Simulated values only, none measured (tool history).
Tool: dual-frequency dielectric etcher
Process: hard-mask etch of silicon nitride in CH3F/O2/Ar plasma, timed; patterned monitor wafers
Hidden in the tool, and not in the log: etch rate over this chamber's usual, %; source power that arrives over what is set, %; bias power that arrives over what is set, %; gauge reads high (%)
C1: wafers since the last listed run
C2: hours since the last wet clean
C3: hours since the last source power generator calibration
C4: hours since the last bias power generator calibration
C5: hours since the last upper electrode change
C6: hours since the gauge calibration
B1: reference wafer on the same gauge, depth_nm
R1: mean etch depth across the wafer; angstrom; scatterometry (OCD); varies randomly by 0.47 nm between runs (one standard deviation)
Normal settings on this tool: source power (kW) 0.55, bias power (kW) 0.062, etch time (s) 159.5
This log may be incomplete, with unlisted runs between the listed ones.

{"run": 1, "hour": 0.0, "source power (kW)": 0.55, "bias power (kW)": 0.056, "etch time (s)": 189.5, "C1": 0, "C2": 217.1, "C3": 2830.9, "C4": 3830.1, "C5": 5391, "C6": 210.6, "B1": 101, "R1": 1417}
{"run": 2, "hour": 35.4, "source power (kW)": 0.55, "bias power (kW)": 0.056, "etch time (s)": 189.5, "C1": 264, "C2": 252.5, "C3": 2866.3, "C4": 3865.5, "C5": 5426.4, "C6": 246, "B1": 101, "R1": 1423}
{"run": 3, "hour": 50.5, "source power (kW)": 0.55, "bias power (kW)": 0.062, "etch time (s)": 159.5, "C1": 112, "C2": 267.6, "C3": 2881.4, "C4": 3880.6, "C5": 5441.5, "C6": 261.1, "B1": 101, "R1": 1251}
{"run": 4, "hour": 64.6, "source power (kW)": 0.55, "bias power (kW)": 0.062, "etch time (s)": 159.5, "C1": 105, "C2": 281.7, "C3": 2895.5, "C4": 3894.7, "C5": 5455.6, "C6": 275.2, "B1": 101, "R1": 1259}
{"run": 5, "hour": 85.8, "source power (kW)": 0.55, "bias power (kW)": 0.062, "etch time (s)": 159.5, "C1": 158, "C2": 302.9, "C3": 2916.7, "C4": 3915.9, "C5": 5476.8, "C6": 296.4, "B1": 101, "R1": 1263}
{"run": 6, "hour": 108.3, "source power (kW)": 0.55, "bias power (kW)": 0.062, "etch time (s)": 159.5, "C1": 167, "C2": 325.4, "C3": 2939.2, "C4": 3938.4, "C5": 5499.3, "C6": 318.9, "B1": 101, "R1": 1258}
{"run": 7, "hour": 120.9, "source power (kW)": 0.55, "bias power (kW)": 0.062, "etch time (s)": 159.5, "C1": 94, "C2": 338, "C3": 2951.8, "C4": 3951, "C5": 5511.9, "C6": 331.5, "B1": 101.1, "R1": 1262}
{"run": 8, "hour": 133.6, "source power (kW)": 0.55, "bias power (kW)": 0.062, "etch time (s)": 159.5, "C1": 94, "C2": 350.7, "C3": 2964.5, "C4": 3963.7, "C5": 5524.6, "C6": 344.2, "B1": 101.1, "R1": 1262}
{"hour": 137.6, "done": "bias power generator calibrated"}
{"run": 9, "hour": 174.7, "source power (kW)": 0.55, "bias power (kW)": 0.062, "etch time (s)": 159.5, "C1": 276, "C2": 391.8, "C3": 3005.6, "C4": 37.1, "C5": 5565.7, "C6": 385.3, "B1": 101.1, "R1": 1262}
{"run": 10, "hour": 189.1, "source power (kW)": 0.42, "bias power (kW)": 0.078, "etch time (s)": 174.5, "C1": 107, "C2": 406.2, "C3": 3020, "C4": 51.5, "C5": 5580.1, "C6": 399.7, "B1": 101, "R1": 1438}
{"hour": 198.7, "done": "gauge calibrated"}
{"run": 11, "hour": 216.6, "source power (kW)": 0.67, "bias power (kW)": 0.062, "etch time (s)": 159.5, "C1": 205, "C2": 433.7, "C3": 3047.5, "C4": 79, "C5": 5607.6, "C6": 17.9, "B1": 100.9, "R1": 1349}
{"hour": 260.5, "done": "upper electrode replaced"}
{"hour": 281.0, "done": "source power generator calibrated"}
{"hour": 281.6, "done": "wet clean of the chamber"}
{"run": 12, "hour": 282.1, "source power (kW)": 0.49, "bias power (kW)": 0.069, "etch time (s)": 140, "C1": 275, "C2": 0.5, "C3": 1.1, "C4": 144.5, "C5": 21.6, "C6": 83.4, "B1": 101, "R1": 1128}
{"run": 13, "hour": 282.4, "source power (kW)": 0.65, "bias power (kW)": 0.07, "etch time (s)": 116, "C1": 2, "C2": 0.8, "C3": 1.4, "C4": 144.8, "C5": 21.9, "C6": 83.7, "B1": 101.1, "R1": 1035}
{"run": 14, "hour": 314.7, "source power (kW)": 0.55, "bias power (kW)": 0.076, "etch time (s)": 159.5, "C1": 241, "C2": 33.1, "C3": 33.7, "C4": 177.1, "C5": 54.2, "C6": 116, "B1": 101, "R1": 1406}
{"run": 15, "hour": 328.7, "source power (kW)": 0.55, "bias power (kW)": 0.062, "etch time (s)": 159.5, "C1": 104, "C2": 47.1, "C3": 47.7, "C4": 191.1, "C5": 68.2, "C6": 130, "B1": 101.1, "R1": 1267}
{"run": 16, "hour": 342.3, "source power (kW)": 0.62, "bias power (kW)": 0.062, "etch time (s)": 159.5, "C1": 101, "C2": 60.7, "C3": 61.3, "C4": 204.7, "C5": 81.8, "C6": 143.6, "B1": 100.9, "R1": 1315}
{"run": 17, "hour": 361.8, "source power (kW)": 0.55, "bias power (kW)": 0.062, "etch time (s)": 159.5, "C1": 145, "C2": 80.2, "C3": 80.8, "C4": 224.2, "C5": 101.3, "C6": 163.1, "B1": 101, "R1": 1263}
{"run": 18, "hour": 385.9, "source power (kW)": 0.45, "bias power (kW)": 0.057, "etch time (s)": 173, "C1": 179, "C2": 104.3, "C3": 104.9, "C4": 248.3, "C5": 125.4, "C6": 187.2, "B1": 101, "R1": 1227}
{"run": 19, "hour": 400.1, "source power (kW)": 0.55, "bias power (kW)": 0.062, "etch time (s)": 159.5, "C1": 105, "C2": 118.5, "C3": 119.1, "C4": 262.5, "C5": 139.6, "C6": 201.4, "B1": 101, "R1": 1261}

What differs in the tool's unlogged condition from the final listed run ahead of each entry between runs to the first listed run following it?
In the gap between runs 8 and 9: bias power generator calibrated (hour 137.6)
  no hidden state differs between the two runs
In the gap between runs 10 and 11: gauge calibrated (hour 198.7)
  no hidden state differs between the two runs
In the gap between runs 11 and 12: upper electrode replaced (hour 260.5); source power generator calibrated (hour 281); wet clean of the chamber (hour 281.6)
  no hidden state differs between the two runs
